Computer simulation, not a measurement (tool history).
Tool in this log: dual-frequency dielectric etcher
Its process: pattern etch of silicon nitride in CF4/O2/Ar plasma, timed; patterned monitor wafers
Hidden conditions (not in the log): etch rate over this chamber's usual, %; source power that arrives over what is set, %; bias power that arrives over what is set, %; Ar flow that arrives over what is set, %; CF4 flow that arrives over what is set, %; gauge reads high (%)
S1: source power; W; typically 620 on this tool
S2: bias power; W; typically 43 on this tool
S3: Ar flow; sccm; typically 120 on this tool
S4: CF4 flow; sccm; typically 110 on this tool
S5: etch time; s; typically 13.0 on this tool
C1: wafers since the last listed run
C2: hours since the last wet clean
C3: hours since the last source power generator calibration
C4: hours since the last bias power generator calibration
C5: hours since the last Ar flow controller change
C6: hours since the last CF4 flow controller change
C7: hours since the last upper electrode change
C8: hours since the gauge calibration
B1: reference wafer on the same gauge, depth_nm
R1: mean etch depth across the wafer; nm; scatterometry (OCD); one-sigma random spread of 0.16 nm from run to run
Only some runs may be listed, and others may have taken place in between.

run	hour	S1	S2	S3	S4	S5	C1	C2	C3	C4	C5	C6	C7	C8	B1	R1
1	0.0	620	43	140	110	13.0	0	30.3	2686.3	3834.3	4260.4	2988.3	67.1	34.0	22.92	24.41
2	30.1	620	43	140	110	13.0	311	60.4	2716.4	3864.4	4290.5	3018.4	97.2	64.1	23.03	24.42
# hour 37.9: bias power generator calibrated
# hour 52.1: Ar flow controller replaced
3	52.6	670	43	120	110	13.0	129	82.9	2738.9	14.7	0.5	3040.9	119.7	86.6	22.97	26.66
# hour 82.4: CF4 flow controller replaced
4	136.1	670	43	120	110	13.0	801	166.4	2822.4	98.2	84.0	53.7	203.2	170.1	23.00	26.38
5	167.9	730	43	120	121	13.0	328	198.2	2854.2	130.0	115.8	85.5	235.0	201.9	23.02	28.64
# hour 173.8: source power generator calibrated
6	181.6	480	53	110	128	13.0	100	211.9	7.8	143.7	129.5	99.2	248.7	215.6	23.02	24.12
7	204.6	620	34	142	110	13.0	237	234.9	30.8	166.7	152.5	122.2	271.7	238.6	23.00	22.95
8	221.2	620	43	120	110	13.0	171	251.5	47.4	183.3	169.1	138.8	288.3	255.2	23.00	25.37
9	237.3	720	43	120	110	9.0	166	267.6	63.5	199.4	185.2	154.9	304.4	271.3	23.03	19.28
10	250.7	620	33	120	134	13.0	138	281.0	76.9	212.8	198.6	168.3	317.8	284.7	22.99	24.54
# hour 288.5: wet clean of the chamber
11	289.0	620	43	106	110	16.5	147	0.5	115.2	251.1	236.9	206.6	356.1	323.0	23.02	32.66
12	297.2	620	43	120	119	13.0	84	8.7	123.4	259.3	245.1	214.8	364.3	331.2	23.00	25.80
13	316.7	620	43	120	110	13.0	201	28.2	142.9	278.8	264.6	234.3	383.8	350.7	22.98	24.96
14	331.1	700	43	120	110	9.0	148	42.6	157.3	293.2	279.0	248.7	398.2	365.1	22.96	18.81
15	345.5	620	43	120	138	13.0	148	57.0	171.7	307.6	293.4	263.1	412.6	379.5	22.99	26.52
16	380.8	560	43	142	100	15.0	365	92.3	207.0	342.9	328.7	298.4	447.9	414.8	23.01	25.79
17	415.0	470	43	140	110	13.0	353	126.5	241.2	377.1	362.9	332.6	482.1	449.0	23.04	20.63
18	432.0	620	43	120	110	13.0	175	143.5	258.2	394.1	379.9	349.6	499.1	466.0	22.98	25.06
19	450.2	620	43	120	86	13.0	188	161.7	276.4	412.3	398.1	367.8	517.3	484.2	22.94	23.54
20	474.9	620	43	120	110	13.0	255	186.4	301.1	437.0	422.8	392.5	542.0	508.9	23.00	24.98
21	492.0	770	43	120	110	13.0	176	203.5	318.2	454.1	439.9	409.6	559.1	526.0	22.92	28.61

Forecast each of these 4 alternatives for the next run:
A	492.4	620	43	129	110	13.0	4	203.9	318.6	454.5	440.3	410.0	559.5	526.4	?	?
B	492.4	620	43	97	110	13.0	4	203.9	318.6	454.5	440.3	410.0	559.5	526.4	?	?
C	492.4	680	54	112	93	13.0	4	203.9	318.6	454.5	440.3	410.0	559.5	526.4	?	?
D	492.4	520	43	120	102	9.5	4	203.9	318.6	454.5	440.3	410.0	559.5	526.4	?	?

run	B1	R1
A	23.00	24.86
B	23.00	26.21
C	23.00	27.85
D	23.00	16.22
Take away the tool's hidden state, keep each run's random variation, and the runs would have read:
run	R1
A	24.86
B	26.21
C	27.85
D	16.22

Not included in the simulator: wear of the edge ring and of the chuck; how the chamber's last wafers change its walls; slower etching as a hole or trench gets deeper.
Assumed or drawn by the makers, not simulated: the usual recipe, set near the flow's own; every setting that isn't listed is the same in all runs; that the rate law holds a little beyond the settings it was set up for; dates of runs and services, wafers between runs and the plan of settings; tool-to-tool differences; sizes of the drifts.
